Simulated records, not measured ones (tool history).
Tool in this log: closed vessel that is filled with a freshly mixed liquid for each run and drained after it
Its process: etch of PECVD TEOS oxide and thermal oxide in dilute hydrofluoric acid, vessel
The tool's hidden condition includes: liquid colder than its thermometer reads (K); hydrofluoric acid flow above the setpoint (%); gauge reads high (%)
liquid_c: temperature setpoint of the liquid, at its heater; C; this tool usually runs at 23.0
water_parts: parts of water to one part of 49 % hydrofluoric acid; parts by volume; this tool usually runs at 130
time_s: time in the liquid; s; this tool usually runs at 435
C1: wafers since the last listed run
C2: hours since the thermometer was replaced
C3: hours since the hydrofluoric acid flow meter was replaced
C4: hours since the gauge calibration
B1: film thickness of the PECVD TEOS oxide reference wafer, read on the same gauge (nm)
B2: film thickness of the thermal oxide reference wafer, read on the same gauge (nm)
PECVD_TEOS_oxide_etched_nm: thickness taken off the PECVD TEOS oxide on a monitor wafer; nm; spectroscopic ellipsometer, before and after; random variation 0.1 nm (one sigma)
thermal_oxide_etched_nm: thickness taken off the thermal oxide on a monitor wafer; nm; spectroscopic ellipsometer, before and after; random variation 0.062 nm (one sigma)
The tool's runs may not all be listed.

Run 1, day 0.000: usual settings but water_parts 95 parts by volume; C1 0; C2 1251.0; C3 380.7; C4 351.5; B1 50.50; B2 121.27. Result: PECVD_TEOS_oxide_etched_nm 48.99 nm, thermal_oxide_etched_nm 20.04 nm.
Run 2, day 1.204: usual settings; C1 2820; C2 1279.9; C3 409.6; C4 380.4; B1 50.60; B2 121.29. Result: PECVD_TEOS_oxide_etched_nm 34.25 nm, thermal_oxide_etched_nm 14.00 nm.
Run 3, day 3.225: usual settings; C1 4732; C2 1328.4; C3 458.1; C4 428.9; B1 50.63; B2 121.37. Result: PECVD_TEOS_oxide_etched_nm 34.33 nm, thermal_oxide_etched_nm 14.12 nm.
Run 4, day 6.212: usual settings; C1 6996; C2 1400.1; C3 529.8; C4 500.6; B1 50.60; B2 121.47. Result: PECVD_TEOS_oxide_etched_nm 34.47 nm, thermal_oxide_etched_nm 14.08 nm.
Run 5, day 8.958: usual settings; C1 6430; C2 1466.0; C3 595.7; C4 566.5; B1 50.63; B2 121.50. Result: PECVD_TEOS_oxide_etched_nm 34.50 nm, thermal_oxide_etched_nm 13.98 nm.
Run 6, day 10.604: usual settings; C1 3854; C2 1505.5; C3 635.2; C4 606.0; B1 50.61; B2 121.57. Result: PECVD_TEOS_oxide_etched_nm 34.54 nm, thermal_oxide_etched_nm 14.00 nm.
Run 7, day 12.450: usual settings but liquid_c 25.5 C; C1 4323; C2 1549.8; C3 679.5; C4 650.3; B1 50.66; B2 121.56. Result: PECVD_TEOS_oxide_etched_nm 38.05 nm, thermal_oxide_etched_nm 15.53 nm.
Run 8, day 13.554: usual settings but liquid_c 25.5 C; C1 2586; C2 1576.3; C3 706.0; C4 676.8; B1 50.68; B2 121.62. Result: PECVD_TEOS_oxide_etched_nm 37.92 nm, thermal_oxide_etched_nm 15.51 nm.
Run 9, day 16.417: usual settings but liquid_c 25.5 C; C1 6704; C2 1645.0; C3 774.7; C4 745.5; B1 50.72; B2 121.69. Result: PECVD_TEOS_oxide_etched_nm 37.67 nm, thermal_oxide_etched_nm 15.58 nm.
Run 10, day 18.404: usual settings but water_parts 85 parts by volume; C1 4654; C2 1692.7; C3 822.4; C4 793.2; B1 50.71; B2 121.71. Result: PECVD_TEOS_oxide_etched_nm 55.47 nm, thermal_oxide_etched_nm 22.83 nm.
Run 11, day 20.246: usual settings but water_parts 85 parts by volume; C1 4313; C2 1736.9; C3 866.6; C4 837.4; B1 50.69; B2 121.72. Result: PECVD_TEOS_oxide_etched_nm 55.87 nm, thermal_oxide_etched_nm 22.65 nm.
At day 21.600: hydrofluoric acid flow meter replaced.
Run 12, day 22.750: usual settings but liquid_c 20.0 C, water_parts 170 parts by volume, time_s 500 s; C1 5767; C2 1797.0; C3 27.6; C4 897.5; B1 50.72; B2 121.73. Result: PECVD_TEOS_oxide_etched_nm 25.85 nm, thermal_oxide_etched_nm 10.53 nm.
At day 23.162: thermometer replaced.
Run 13, day 24.979: usual settings but liquid_c 20.5 C, water_parts 75 parts by volume, time_s 685 s; C1 5123; C2 43.6; C3 81.1; C4 951.0; B1 50.71; B2 121.77. Result: PECVD_TEOS_oxide_etched_nm 90.83 nm, thermal_oxide_etched_nm 37.07 nm.
Run 14, day 27.425: usual settings but water_parts 70 parts by volume, time_s 520 s; C1 5728; C2 102.3; C3 139.8; C4 1009.7; B1 50.76; B2 121.77. Result: PECVD_TEOS_oxide_etched_nm 82.31 nm, thermal_oxide_etched_nm 33.45 nm.
Run 15, day 29.038: usual settings but water_parts 70 parts by volume, time_s 520 s; C1 3776; C2 141.0; C3 178.5; C4 1048.4; B1 50.74; B2 121.79. Result: PECVD_TEOS_oxide_etched_nm 82.07 nm, thermal_oxide_etched_nm 33.77 nm.
Run 16, day 31.229: usual settings but liquid_c 18.0 C, water_parts 100 parts by volume, time_s 275 s; C1 5133; C2 193.6; C3 231.1; C4 1101.0; B1 50.79; B2 121.80. Result: PECVD_TEOS_oxide_etched_nm 23.88 nm, thermal_oxide_etched_nm 9.77 nm.
Run 17, day 33.167: usual settings but water_parts 95 parts by volume; C1 4537; C2 240.1; C3 277.6; C4 1147.5; B1 50.74; B2 121.79. Result: PECVD_TEOS_oxide_etched_nm 48.96 nm, thermal_oxide_etched_nm 19.96 nm.
At day 34.546: gauge calibrated.
Run 18, day 34.771: usual settings; C1 3757; C2 278.6; C3 316.1; C4 5.4; B1 50.11; B2 120.28. Result: PECVD_TEOS_oxide_etched_nm 34.01 nm, thermal_oxide_etched_nm 13.85 nm.
Run 19, day 39.104: usual settings but liquid_c 25.5 C, water_parts 95 parts by volume, time_s 605 s; C1 10148; C2 382.6; C3 420.1; C4 109.4; B1 50.25; B2 120.66. Result: PECVD_TEOS_oxide_etched_nm 74.90 nm, thermal_oxide_etched_nm 30.60 nm.
Run 20, day 40.917: usual settings but liquid_c 27.5 C, water_parts 90 parts by volume, time_s 510 s; C1 4245; C2 426.1; C3 463.6; C4 152.9; B1 50.34; B2 120.74. Result: PECVD_TEOS_oxide_etched_nm 72.54 nm, thermal_oxide_etched_nm 29.67 nm.
Run 21, day 43.617: usual settings but liquid_c 24.5 C; C1 6323; C2 490.9; C3 528.4; C4 217.7; B1 50.38; B2 120.92. Result: PECVD_TEOS_oxide_etched_nm 36.46 nm, thermal_oxide_etched_nm 14.84 nm.
Run 22, day 45.400: usual settings but water_parts 80 parts by volume; C1 4176; C2 533.7; C3 571.2; C4 260.5; B1 50.49; B2 121.04. Result: PECVD_TEOS_oxide_etched_nm 59.14 nm, thermal_oxide_etched_nm 23.83 nm.
Run 23, day 47.550: usual settings; C1 5035; C2 585.3; C3 622.8; C4 312.1; B1 50.49; B2 121.12. Result: PECVD_TEOS_oxide_etched_nm 34.18 nm, thermal_oxide_etched_nm 13.98 nm.
Run 24, day 48.821: usual settings; C1 2976; C2 615.8; C3 653.3; C4 342.6; B1 50.51; B2 121.17. Result: PECVD_TEOS_oxide_etched_nm 34.22 nm, thermal_oxide_etched_nm 14.06 nm.
Run 25, day 50.829: usual settings but liquid_c 21.0 C, water_parts 100 parts by volume, time_s 640 s; C1 4703; C2 664.0; C3 701.5; C4 390.8; B1 50.53; B2 121.23. Result: PECVD_TEOS_oxide_etched_nm 62.81 nm, thermal_oxide_etched_nm 25.48 nm.

Branching from run 25: 5 alternative next runs. What would each branch give?
Run A, day 50.862: usual settings but liquid_c 27.0 C; C1 78; C2 664.8; C3 702.3; C4 391.6; B1 ?; B2 ?. Result: PECVD_TEOS_oxide_etched_nm ?, thermal_oxide_etched_nm ?.
Run B, day 50.862: usual settings but liquid_c 24.5 C, time_s 315 s; C1 78; C2 664.8; C3 702.3; C4 391.6; B1 ?; B2 ?. Result: PECVD_TEOS_oxide_etched_nm ?, thermal_oxide_etched_nm ?.
Run C, day 50.862: usual settings but liquid_c 25.0 C, water_parts 70 parts by volume; C1 78; C2 664.8; C3 702.3; C4 391.6; B1 ?; B2 ?. Result: PECVD_TEOS_oxide_etched_nm ?, thermal_oxide_etched_nm ?.
Run D, day 50.862: usual settings but liquid_c 19.5 C, water_parts 145 parts by volume, time_s 530 s; C1 78; C2 664.8; C3 702.3; C4 391.6; B1 ?; B2 ?. Result: PECVD_TEOS_oxide_etched_nm ?, thermal_oxide_etched_nm ?.
Run E, day 50.862: usual settings but liquid_c 25.5 C, time_s 555 s; C1 78; C2 664.8; C3 702.3; C4 391.6; B1 ?; B2 ?. Result: PECVD_TEOS_oxide_etched_nm ?, thermal_oxide_etched_nm ?.

run     B1      B2  PECVD_TEOS_oxide_etched_nm  thermal_oxide_etched_nm
  A  50.55  121.28                       40.12                    16.32
  B  50.55  121.28                       26.41                    10.74
  C  50.55  121.28                       74.46                    30.29
  D  50.55  121.28                       32.18                    13.09
  E  50.55  121.28                       48.35                    19.67
With no hidden state in the tool, these same runs would have given:
run  PECVD_TEOS_oxide_etched_nm  thermal_oxide_etched_nm
  A                       39.70                    16.15
  B                       26.13                    10.63
  C                       73.69                    29.97
  D                       31.85                    12.96
  E                       47.85                    19.46

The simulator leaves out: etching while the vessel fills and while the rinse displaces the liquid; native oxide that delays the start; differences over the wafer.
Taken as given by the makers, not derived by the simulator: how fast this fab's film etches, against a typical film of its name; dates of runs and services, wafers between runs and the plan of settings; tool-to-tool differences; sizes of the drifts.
